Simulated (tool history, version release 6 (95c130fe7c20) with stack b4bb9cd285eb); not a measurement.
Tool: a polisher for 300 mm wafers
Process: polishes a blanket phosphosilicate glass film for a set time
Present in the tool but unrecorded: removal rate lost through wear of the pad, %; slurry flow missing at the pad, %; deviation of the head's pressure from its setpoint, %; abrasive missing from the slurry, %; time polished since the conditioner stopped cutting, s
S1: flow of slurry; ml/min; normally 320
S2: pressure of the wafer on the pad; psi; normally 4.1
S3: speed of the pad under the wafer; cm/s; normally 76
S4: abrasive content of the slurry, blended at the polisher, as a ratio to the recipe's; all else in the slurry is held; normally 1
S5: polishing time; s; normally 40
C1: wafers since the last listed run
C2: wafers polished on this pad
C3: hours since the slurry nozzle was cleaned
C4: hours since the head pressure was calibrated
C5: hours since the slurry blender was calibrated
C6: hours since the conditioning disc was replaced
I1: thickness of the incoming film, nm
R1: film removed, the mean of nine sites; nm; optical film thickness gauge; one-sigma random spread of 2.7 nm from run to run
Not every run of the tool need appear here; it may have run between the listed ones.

run	hour	S1	S2	S3	S4	S5	C1	C2	C3	C4	C5	C6	I1	R1
1	0	320	5.1	76	1	33	0	569	131	355.6	255.7	22.4	4508.4	371.9
# hour 40.1: head pressure recalibrated
2	56.9	320	5.1	76	1	33	525	1094	187.9	16.8	312.6	79.3	4517.6	372.3
# hour 98.3: slurry blender recalibrated
# hour 100.4: slurry nozzle cleaned
3	104.8	320	4.1	76	1.2	40	429	1523	4.4	64.7	6.5	127.2	4646.5	406.9
4	142.3	320	4.1	76	1.2	40	358	1882	41.9	102.2	44	164.7	4520.9	406.3
5	181.3	255	4.1	92	1	40	373	2255	80.9	141.2	83	203.7	4526.8	415.5
# hour 193.8: worn pad replaced by a new one
6	248.3	255	4.1	92	1	40	602	520	147.9	208.2	150	270.7	4585.6	410.5
7	290.9	255	4.1	92	1	40	407	928	190.5	250.8	192.6	313.3	4501.5	405.9
8	332.7	320	4.1	76	1.15	40	399	1328	232.3	292.6	234.4	355.1	4632.7	378.5
# hour 379.6: conditioning disc replaced and pad reconditioned
9	380.1	320	4.1	76	1	40	434	1762	279.7	340	281.8	0.5	4580	373
# hour 382.1: head pressure recalibrated
# hour 401.2: slurry nozzle cleaned
# hour 425.3: worn pad replaced by a new one
10	430.1	320	4.1	76	1	40	411	45	28.9	48	331.8	50.5	4592.2	373.1
# hour 470.7: slurry blender recalibrated
11	501.6	320	4.1	76	1	40	664	710	100.4	119.5	30.9	122	4557.6	372.2
12	544.7	320	4.1	76	1	40	412	1122	143.5	162.6	74	165.1	4556.3	371.1
13	601.7	320	4.1	76	1	40	545	1668	200.5	219.6	131	222.1	4606.5	365.3
14	627.5	355	4.1	76	1	40	246	1914	226.3	245.4	156.8	247.9	4453.9	364.5
# hour 664.8: slurry nozzle cleaned
# hour 666.2: worn pad replaced by a new one
15	668.9	320	4.1	76	1.25	40	372	25	4.1	286.8	198.2	289.3	4476.7	398.3
16	736.4	320	5.1	76	0.7	40	645	671	71.6	354.3	265.7	356.8	4631.1	338.6
# hour 739.2: head pressure recalibrated
# hour 764.4: conditioning disc replaced and pad reconditioned
17	770.4	230	5.5	76	0.75	54	286	958	105.6	31.2	299.7	6	4502.7	532.4
# hour 782.4: slurry blender recalibrated
18	799.4	320	5.1	76	1	33	258	1216	134.6	60.2	17	35	4551.7	370.3
19	823.5	320	4.1	62	1	40	230	1446	158.7	84.3	41.1	59.1	4564.2	328.4
# hour 891.6: worn pad replaced by a new one
20	892.1	355	3.2	76	1.2	40	617	4	227.3	152.9	109.7	127.7	4584.1	345.9
21	961.1	320	4.1	76	1	40	659	664	296.3	221.9	178.7	196.7	4534.5	369.5
# hour 967.1: slurry nozzle cleaned
22	1011.6	320	2.7	76	1	40	473	1137	44.5	272.4	229.2	247.2	4582.5	276.1
23	1051.4	245	5.4	76	1.2	29	380	1518	84.3	312.2	269	287	4601.4	341.1
# hour 1115.3: slurry blender recalibrated
24	1117.2	385	4.1	56	0.85	45	610	2128	150.1	378	1.9	352.8	4577.4	294.6
# hour 1121.3: head pressure recalibrated
# hour 1150.2: worn pad replaced by a new one
25	1150.7	320	3.7	76	1	40	263	4	183.6	29.4	35.4	386.3	4566.6	323.5
# hour 1203.2: conditioning disc replaced and pad reconditioned
26	1207.2	320	4.1	76	0.85	40	521	525	240.1	85.9	91.9	4	4555.9	355.7

What if the next run were any one of these 3? Each begins from the tool's condition after run 26:
A	1207.6	320	4.1	76	1	40	3	529	240.5	86.3	92.3	4.4	4514.4	?
B	1207.6	320	4.1	76	1	53	3	529	240.5	86.3	92.3	4.4	4514.4	?
C	1207.6	320	4.1	70	1	40	3	529	240.5	86.3	92.3	4.4	4514.4	?

run	R1
A	382.6
B	506.9
C	358.2
With the hidden condition removed and each run's random variation left untouched, the same runs would have given:
run	R1
A	382.7
B	507.1
C	358.3

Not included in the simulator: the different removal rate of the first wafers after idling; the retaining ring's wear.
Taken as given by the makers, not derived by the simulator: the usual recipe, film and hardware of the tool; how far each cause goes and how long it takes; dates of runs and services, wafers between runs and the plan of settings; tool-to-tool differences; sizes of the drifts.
